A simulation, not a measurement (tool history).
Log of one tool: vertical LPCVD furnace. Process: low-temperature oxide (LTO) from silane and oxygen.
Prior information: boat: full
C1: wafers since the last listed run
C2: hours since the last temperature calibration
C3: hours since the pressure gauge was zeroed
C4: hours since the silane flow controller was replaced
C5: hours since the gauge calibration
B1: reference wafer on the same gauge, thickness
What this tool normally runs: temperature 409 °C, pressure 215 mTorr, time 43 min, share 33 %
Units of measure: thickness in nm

Run 1, day 0: usual settings; C1 0; C2 3679.2; C3 795.8; C4 1700.4; C5 730.9; B1 322.17. Result: thickness 319.64 nm.
Run 2, day 3.921: usual settings; C1 1670; C2 3773.3; C3 889.9; C4 1794.5; C5 825; B1 321.75. Result: thickness 316.67 nm.
Run 3, day 6.258: usual settings; C1 995; C2 3829.4; C3 946; C4 1850.6; C5 881.1; B1 320.66. Result: thickness 317.16 nm.
Run 4, day 10.646: usual settings but temperature 404 °C; C1 1868; C2 3934.7; C3 1051.3; C4 1955.9; C5 986.4; B1 319.06. Result: thickness 301.49 nm.
Run 5, day 12.417: usual settings but temperature 404 °C; C1 754; C2 3977.2; C3 1093.8; C4 1998.4; C5 1028.9; B1 318.69. Result: thickness 297.74 nm.
Run 6, day 16.429: usual settings but pressure 235 mTorr; C1 1709; C2 4073.5; C3 1190.1; C4 2094.7; C5 1125.2; B1 317.86. Result: thickness 343.42 nm.
Run 7, day 19.292: usual settings but pressure 235 mTorr; C1 1219; C2 4142.2; C3 1258.8; C4 2163.4; C5 1193.9; B1 316.52. Result: thickness 340.32 nm.
Run 8, day 22.775: usual settings; C1 1483; C2 4225.8; C3 1342.4; C4 2247; C5 1277.5; B1 315.74. Result: thickness 314.4 nm.
Run 9, day 26.575: usual settings; C1 1618; C2 4317; C3 1433.6; C4 2338.2; C5 1368.7; B1 314.12. Result: thickness 311.39 nm.
Run 10, day 29.6: usual settings; C1 1288; C2 4389.6; C3 1506.2; C4 2410.8; C5 1441.3; B1 313.64. Result: thickness 311.79 nm.
Run 11, day 31.796: usual settings; C1 935; C2 4442.3; C3 1558.9; C4 2463.5; C5 1494; B1 313.22. Result: thickness 309.01 nm.
Run 12, day 34.75: usual settings; C1 1258; C2 4513.2; C3 1629.8; C4 2534.4; C5 1564.9; B1 312.28. Result: thickness 306.78 nm.
Run 13, day 37.492: usual settings; C1 1167; C2 4579; C3 1695.6; C4 2600.2; C5 1630.7; B1 311.38. Result: thickness 312.81 nm.
Run 14, day 39.446: usual settings; C1 832; C2 4625.9; C3 1742.5; C4 2647.1; C5 1677.6; B1 310.41. Result: thickness 309.46 nm.
At day 40.408: gauge calibrated.
Run 15, day 41.675: usual settings but share 29 %; C1 949; C2 4679.4; C3 1796; C4 2700.6; C5 30.4; B1 328.01. Result: thickness 269.38 nm.
Run 16, day 43.425: usual settings but pressure 260 mTorr, time 37 min; C1 745; C2 4721.4; C3 1838; C4 2742.6; C5 72.4; B1 327.47. Result: thickness 337.29 nm.
At day 46.162: thermocouples replaced and temperature profile calibrated.
Run 17, day 47.5: usual settings; C1 1309; C2 32.1; C3 1935.8; C4 2840.4; C5 170.2; B1 326.32. Result: thickness 326.21 nm.
At day 50.521: silane flow controller replaced.
Run 18, day 51.042: usual settings but time 35.5 min, share 35 %; C1 1082; C2 117.1; C3 2020.8; C4 12.5; C5 255.2; B1 325.16. Result: thickness 285.37 nm.
Run 19, day 55.483: usual settings but temperature 418 °C, pressure 250 mTorr, time 48 min, share 38 %; C1 1891; C2 223.7; C3 2127.4; C4 119.1; C5 361.8; B1 323.76. Result: thickness 548.65 nm.
At day 57.554: pressure gauge zeroed.
Run 20, day 59.662: usual settings; C1 1354; C2 324; C3 50.6; C4 219.4; C5 462.1; B1 322.64. Result: thickness 320.33 nm.
Run 21, day 62.608: usual settings; C1 1254; C2 394.7; C3 121.3; C4 290.1; C5 532.8; B1 321.56. Result: thickness 315.84 nm.
Run 22, day 65.671: usual settings but temperature 406 °C, pressure 235 mTorr, time 58 min, share 35 %; C1 1304; C2 468.2; C3 194.8; C4 363.6; C5 606.3; B1 320.57. Result: thickness 490.05 nm.
Run 23, day 69.762: usual settings but temperature 405 °C, pressure 250 mTorr, time 58 min, share 35 %; C1 1742; C2 566.4; C3 293; C4 461.8; C5 704.5; B1 319.29. Result: thickness 515.13 nm.
Run 24, day 74.162: usual settings but temperature 412 °C, share 39 %; C1 1874; C2 672; C3 398.6; C4 567.4; C5 810.1; B1 318.06. Result: thickness 404.15 nm.
Run 25, day 77.538: usual settings but temperature 414 °C, pressure 230 mTorr; C1 1437; C2 753; C3 479.6; C4 648.4; C5 891.1; B1 316.85. Result: thickness 356.57 nm.
Run 26, day 80.496: usual settings but temperature 414 °C, pressure 180 mTorr, time 48 min, share 36 %; C1 1260; C2 824; C3 550.6; C4 719.4; C5 962.1; B1 316.25. Result: thickness 345.91 nm.
Run 27, day 84.342: usual settings but pressure 255 mTorr, share 31 %; C1 1638; C2 916.3; C3 642.9; C4 811.7; C5 1054.4; B1 315.18. Result: thickness 338.66 nm.
Run 28, day 87.204: usual settings but temperature 417 °C, time 52 min, share 30 %; C1 1219; C2 985; C3 711.6; C4 880.4; C5 1123.1; B1 314.25. Result: thickness 363.55 nm.
Run 29, day 91.562: usual settings but temperature 399 °C, pressure 230 mTorr, share 35 %; C1 1856; C2 1089.6; C3 816.2; C4 985; C5 1227.7; B1 312.61. Result: thickness 317.11 nm.
Run 30, day 95.638: usual settings but temperature 398 °C, time 55 min, share 37 %; C1 1735; C2 1187.4; C3 914; C4 1082.8; C5 1325.5; B1 311.53. Result: thickness 403.66 nm.

How would selected steps in thickness from run to run divide? Give the signed amount a tool lacking its hidden state would still show from settings, what came in and random variation, and the signed amount left for the hidden state, including any gauge scatter that is not in both of the compared results.
Hidden conditions of the tool in this case: true tube temperature minus thermocouple reading, K; true pressure minus gauge reading, mTorr; deviation of the silane flow from its setpoint, %; gauge reads high (%).
Run 14 -> 15: share 33 -> 29, gauge calibrated. thickness -40.08 nm: hidden state +17.55, all else -57.63.
Run 18 -> 19: temperature 409 -> 418, pressure 215 -> 250, time 35.5 -> 48, share 35 -> 38. thickness +263.28 nm: hidden state -6.29, all else +269.57.
Run 19 -> 20: temperature 418 -> 409, pressure 250 -> 215, time 48 -> 43, share 38 -> 33, pressure gauge zeroed. thickness -228.32 nm: hidden state +3.13, all else -231.45.
Run 21 -> 22: temperature 409 -> 406, pressure 215 -> 235, time 43 -> 58, share 33 -> 35. thickness +174.21 nm: hidden state -6.02, all else +180.23.
Run 29 -> 30: temperature 399 -> 398, pressure 230 -> 215, time 43 -> 55, share 35 -> 37. thickness +86.55 nm: hidden state -6.45, all else +93.
